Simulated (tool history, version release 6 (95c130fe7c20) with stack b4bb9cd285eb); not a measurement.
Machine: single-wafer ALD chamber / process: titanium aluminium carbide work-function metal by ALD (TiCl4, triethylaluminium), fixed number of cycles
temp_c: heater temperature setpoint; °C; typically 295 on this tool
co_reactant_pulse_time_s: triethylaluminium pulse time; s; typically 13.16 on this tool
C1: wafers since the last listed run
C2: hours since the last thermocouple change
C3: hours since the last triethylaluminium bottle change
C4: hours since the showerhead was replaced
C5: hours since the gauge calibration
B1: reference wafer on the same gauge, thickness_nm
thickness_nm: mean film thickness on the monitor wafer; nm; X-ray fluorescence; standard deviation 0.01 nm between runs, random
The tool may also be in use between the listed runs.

{"run": 1, "day": 0.0, "temp_c": 284, "co_reactant_pulse_time_s": 13.16, "C1": 0, "C2": 193.2, "C3": 617.7, "C4": 3609.6, "C5": 2311.6, "B1": 2.172, "thickness_nm": 1.876}
{"day": 0.6, "done": "showerhead replaced"}
{"day": 1.533, "done": "triethylaluminium bottle replaced"}
{"run": 2, "day": 3.704, "temp_c": 284, "co_reactant_pulse_time_s": 13.16, "C1": 515, "C2": 282.1, "C3": 52.1, "C4": 74.5, "C5": 2400.5, "B1": 2.182, "thickness_nm": 1.86}
{"run": 3, "day": 6.983, "temp_c": 295, "co_reactant_pulse_time_s": 13.16, "C1": 556, "C2": 360.8, "C3": 130.8, "C4": 153.2, "C5": 2479.2, "B1": 2.175, "thickness_nm": 1.953}
{"run": 4, "day": 10.479, "temp_c": 295, "co_reactant_pulse_time_s": 13.16, "C1": 593, "C2": 444.7, "C3": 214.7, "C4": 237.1, "C5": 2563.1, "B1": 2.177, "thickness_nm": 1.955}
{"run": 5, "day": 14.479, "temp_c": 295, "co_reactant_pulse_time_s": 13.16, "C1": 678, "C2": 540.7, "C3": 310.7, "C4": 333.1, "C5": 2659.1, "B1": 2.178, "thickness_nm": 1.951}
{"run": 6, "day": 17.404, "temp_c": 295, "co_reactant_pulse_time_s": 13.16, "C1": 496, "C2": 610.9, "C3": 380.9, "C4": 403.3, "C5": 2729.3, "B1": 2.177, "thickness_nm": 1.938}
{"run": 7, "day": 20.346, "temp_c": 295, "co_reactant_pulse_time_s": 10.43, "C1": 499, "C2": 681.5, "C3": 451.5, "C4": 473.9, "C5": 2799.9, "B1": 2.179, "thickness_nm": 1.885}
{"run": 8, "day": 22.217, "temp_c": 295, "co_reactant_pulse_time_s": 10.43, "C1": 317, "C2": 726.4, "C3": 496.4, "C4": 518.8, "C5": 2844.8, "B1": 2.184, "thickness_nm": 1.911}
{"run": 9, "day": 23.75, "temp_c": 288, "co_reactant_pulse_time_s": 13.16, "C1": 260, "C2": 763.2, "C3": 533.2, "C4": 555.6, "C5": 2881.6, "B1": 2.172, "thickness_nm": 1.896}
{"run": 10, "day": 26.896, "temp_c": 288, "co_reactant_pulse_time_s": 13.16, "C1": 533, "C2": 838.7, "C3": 608.7, "C4": 631.1, "C5": 2957.1, "B1": 2.182, "thickness_nm": 1.891}
{"day": 28.912, "done": "thermocouple changed; heater temperature recalibrated"}
{"run": 11, "day": 28.933, "temp_c": 295, "co_reactant_pulse_time_s": 13.16, "C1": 289, "C2": 0.5, "C3": 657.6, "C4": 680.0, "C5": 3006.0, "B1": 2.184, "thickness_nm": 1.977}
{"day": 30.371, "done": "triethylaluminium bottle replaced"}
{"run": 12, "day": 32.192, "temp_c": 295, "co_reactant_pulse_time_s": 18.12, "C1": 496, "C2": 78.7, "C3": 43.7, "C4": 758.2, "C5": 3084.2, "B1": 2.183, "thickness_nm": 1.99}
{"run": 13, "day": 33.725, "temp_c": 295, "co_reactant_pulse_time_s": 8.43, "C1": 260, "C2": 115.5, "C3": 80.5, "C4": 795.0, "C5": 3121.0, "B1": 2.179, "thickness_nm": 1.8}
{"run": 14, "day": 37.379, "temp_c": 306, "co_reactant_pulse_time_s": 13.16, "C1": 620, "C2": 203.2, "C3": 168.2, "C4": 882.7, "C5": 3208.7, "B1": 2.183, "thickness_nm": 2.054}
{"run": 15, "day": 40.408, "temp_c": 309, "co_reactant_pulse_time_s": 9.8, "C1": 514, "C2": 275.9, "C3": 240.9, "C4": 955.4, "C5": 3281.4, "B1": 2.179, "thickness_nm": 1.987}
{"run": 16, "day": 44.529, "temp_c": 295, "co_reactant_pulse_time_s": 14.65, "C1": 699, "C2": 374.8, "C3": 339.8, "C4": 1054.3, "C5": 3380.3, "B1": 2.181, "thickness_nm": 1.95}
{"day": 44.958, "done": "gauge calibrated"}
{"run": 17, "day": 48.492, "temp_c": 295, "co_reactant_pulse_time_s": 13.16, "C1": 672, "C2": 469.9, "C3": 434.9, "C4": 1149.4, "C5": 84.8, "B1": 2.178, "thickness_nm": 1.944}
{"run": 18, "day": 51.088, "temp_c": 295, "co_reactant_pulse_time_s": 13.16, "C1": 440, "C2": 532.2, "C3": 497.2, "C4": 1211.7, "C5": 147.1, "B1": 2.176, "thickness_nm": 1.944}
{"run": 19, "day": 53.808, "temp_c": 295, "co_reactant_pulse_time_s": 13.16, "C1": 461, "C2": 597.5, "C3": 562.5, "C4": 1277.0, "C5": 212.4, "B1": 2.182, "thickness_nm": 1.943}
{"run": 20, "day": 56.7, "temp_c": 302, "co_reactant_pulse_time_s": 16.94, "C1": 490, "C2": 666.9, "C3": 631.9, "C4": 1346.4, "C5": 281.8, "B1": 2.187, "thickness_nm": 2.021}
{"day": 57.85, "done": "triethylaluminium bottle replaced"}
{"run": 21, "day": 61.012, "temp_c": 303, "co_reactant_pulse_time_s": 15.67, "C1": 675, "C2": 770.4, "C3": 75.9, "C4": 1449.9, "C5": 385.3, "B1": 2.185, "thickness_nm": 2.018}
{"run": 22, "day": 63.983, "temp_c": 282, "co_reactant_pulse_time_s": 15.99, "C1": 504, "C2": 841.7, "C3": 147.2, "C4": 1521.2, "C5": 456.6, "B1": 2.179, "thickness_nm": 1.832}
{"run": 23, "day": 67.583, "temp_c": 295, "co_reactant_pulse_time_s": 13.16, "C1": 610, "C2": 928.1, "C3": 233.6, "C4": 1607.6, "C5": 543.0, "B1": 2.182, "thickness_nm": 1.915}
{"run": 24, "day": 70.162, "temp_c": 295, "co_reactant_pulse_time_s": 15.4, "C1": 437, "C2": 990.0, "C3": 295.5, "C4": 1669.5, "C5": 604.9, "B1": 2.177, "thickness_nm": 1.911}
{"run": 25, "day": 72.438, "temp_c": 295, "co_reactant_pulse_time_s": 13.16, "C1": 386, "C2": 1044.6, "C3": 350.1, "C4": 1724.1, "C5": 659.5, "B1": 2.179, "thickness_nm": 1.901}
{"day": 73.079, "done": "thermocouple changed; heater temperature recalibrated"}
{"run": 26, "day": 74.467, "temp_c": 287, "co_reactant_pulse_time_s": 13.16, "C1": 287, "C2": 33.3, "C3": 398.8, "C4": 1772.8, "C5": 708.2, "B1": 2.182, "thickness_nm": 1.887}
{"run": 27, "day": 78.046, "temp_c": 299, "co_reactant_pulse_time_s": 15.09, "C1": 607, "C2": 119.2, "C3": 484.7, "C4": 1858.7, "C5": 794.1, "B1": 2.184, "thickness_nm": 1.989}
{"run": 28, "day": 79.617, "temp_c": 295, "co_reactant_pulse_time_s": 13.16, "C1": 266, "C2": 156.9, "C3": 522.4, "C4": 1896.4, "C5": 831.8, "B1": 2.179, "thickness_nm": 1.942}
{"day": 82.962, "done": "triethylaluminium bottle replaced"}
{"run": 29, "day": 83.525, "temp_c": 295, "co_reactant_pulse_time_s": 13.16, "C1": 606, "C2": 250.7, "C3": 13.5, "C4": 1990.2, "C5": 925.6, "B1": 2.175, "thickness_nm": 1.939}
{"run": 30, "day": 86.267, "temp_c": 295, "co_reactant_pulse_time_s": 15.92, "C1": 465, "C2": 316.5, "C3": 79.3, "C4": 2056.0, "C5": 991.4, "B1": 2.181, "thickness_nm": 1.957}
{"run": 31, "day": 88.375, "temp_c": 281, "co_reactant_pulse_time_s": 18.15, "C1": 357, "C2": 367.1, "C3": 129.9, "C4": 2106.6, "C5": 1042.0, "B1": 2.178, "thickness_nm": 1.845}
{"run": 32, "day": 90.921, "temp_c": 304, "co_reactant_pulse_time_s": 13.16, "C1": 432, "C2": 428.2, "C3": 191.0, "C4": 2167.7, "C5": 1103.1, "B1": 2.18, "thickness_nm": 1.992}
{"run": 33, "day": 93.971, "temp_c": 306, "co_reactant_pulse_time_s": 17.33, "C1": 517, "C2": 501.4, "C3": 264.2, "C4": 2240.9, "C5": 1176.3, "B1": 2.18, "thickness_nm": 2.032}

State the hidden condition of the tool at each of the runs:
triethylaluminium dose above that of a fresh bottle (%): 0 at every run
gauge reads high (%): 0 at every run
H1: wafer temperature above the value expected at the setpoint (K)
run=1 H1=0.47
run=2 H1=0.174
run=3 H1=-0.181
run=4 H1=-0.654
run=5 H1=-1.32
run=6 H1=-1.88
run=7 H1=-2.52
run=8 H1=-2.97
run=9 H1=-3.35
run=10 H1=-4.2
run=11 H1=0.743
run=12 H1=0.7
run=13 H1=0.65
run=14 H1=0.454
run=15 H1=0.21
run=16 H1=-0.241
run=17 H1=-0.805
run=18 H1=-1.24
run=19 H1=-1.76
run=20 H1=-2.37
run=21 H1=-3.42
run=22 H1=-4.22
run=23 H1=-5.29
run=24 H1=-6.13
run=25 H1=-6.91
run=26 H1=-1.59
run=27 H1=-1.69
run=28 H1=-1.76
run=29 H1=-2.03
run=30 H1=-2.29
run=31 H1=-2.53
run=32 H1=-2.87
run=33 H1=-3.35
